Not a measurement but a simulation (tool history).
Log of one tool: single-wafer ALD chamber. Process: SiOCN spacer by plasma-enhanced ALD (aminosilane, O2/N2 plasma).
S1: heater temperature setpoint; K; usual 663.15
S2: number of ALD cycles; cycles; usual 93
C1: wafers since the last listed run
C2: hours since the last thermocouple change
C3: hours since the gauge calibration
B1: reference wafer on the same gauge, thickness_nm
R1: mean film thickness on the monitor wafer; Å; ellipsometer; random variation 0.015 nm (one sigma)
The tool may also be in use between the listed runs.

run    hour      S1   S2   C1      C2     C3     B1     R1
  1     0.0  670.15   93    0  1840.6  262.0  6.474  61.84
  2    19.2  668.15  103   40  1859.8  281.2  6.469  68.46
  3    35.1  659.15   93   33  1875.7  297.1  6.472  61.74
  4    58.8  663.15   93   50  1899.4  320.8  6.475  61.93
  5    88.9  663.15  103   64  1929.5  350.9  6.466  68.41
  6   102.9  663.15  103   29  1943.5  364.9  6.475  68.27
  7   143.7  663.15   86   87  1984.3  405.7  6.468  56.90
  8   173.1  663.15   86   62  2013.7  435.1  6.470  56.95
  9   186.1  663.15   86   27  2026.7  448.1  6.474  57.35
 10   209.2  656.15   81   49  2049.8  471.2  6.472  53.73
 11   230.4  656.15   81   45  2071.0  492.4  6.462  53.58
 12   262.9  656.15   81   69  2103.5  524.9  6.470  53.72
 13   280.3  663.15   80   37  2120.9  542.3  6.473  53.00
 14   306.5  663.15   93   55  2147.1  568.5  6.468  61.77
 15   337.6  663.15   93   66  2178.2  599.6  6.469  61.73
 16   368.9  663.15   93   66  2209.5  630.9  6.465  62.06
 17   385.7  663.15   93   35  2226.3  647.7  6.473  61.71
 18   401.0  663.15   93   32  2241.6  663.0  6.468  61.46
 19   428.7  663.15   93   59  2269.3  690.7  6.471  61.52
 20   450.8  663.15   93   47  2291.4  712.8  6.472  61.86
 21   472.3  663.15   93   45  2312.9  734.3  6.469  61.68
 22   506.9  663.15   93   73  2347.5  768.9  6.475  61.69
 23   542.7  674.15   86   76  2383.3  804.7  6.471  56.88
 24   568.6  663.15   93   55  2409.2  830.6  6.473  61.52
 25   584.6  673.15   82   34  2425.2  846.6  6.471  54.46
 26   603.7  663.15   93   40  2444.3  865.7  6.468  61.43
 27   633.0  663.15  110   62  2473.6  895.0  6.462  73.07
 28   647.4  649.15   88   30  2488.0  909.4  6.475  58.31
 29   667.2  663.15   93   42  2507.8  929.2  6.473  61.76
 30   696.0  656.15   98   61  2536.6  958.0  6.473  64.97
      759.6  -- gauge calibrated
 31   788.6  663.15   93  197  2629.2   29.0  6.468  61.84
 32   809.2  674.15   82   43  2649.8   49.6  6.475  54.13
 33   843.5  657.15   76   73  2684.1   83.9  6.472  50.28
 34   875.5  656.15   78   68  2716.1  115.9  6.468  51.62
 35   908.9  674.15   77   71  2749.5  149.3  6.471  51.22
 36   940.9  663.15   83   68  2781.5  181.3  6.472  55.10
 37   955.4  663.15   93   30  2796.0  195.8  6.470  61.92
      981.7  -- thermocouple changed; heater temperature recalibrated
 38  1018.7  649.15  104  117    37.0  259.1  6.471  68.81
 39  1046.8  653.15  104   59    65.1  287.2  6.466  68.75
 40  1064.6  653.15  107   37    82.9  305.0  6.467  71.02
 41  1142.7  672.15   93  166   161.0  383.1  6.473  61.50
 42  1159.0  669.15   77   34   177.3  399.4  6.464  50.95
 43  1193.9  663.15   93   74   212.2  434.3  6.472  61.66
 44  1229.5  667.15  107   75   247.8  469.9  6.469  70.87

The tool's hidden state at each run:
wafer temperature above the value expected at the setpoint (K): 0 in every run
gauge reads high (%): 0 in every run
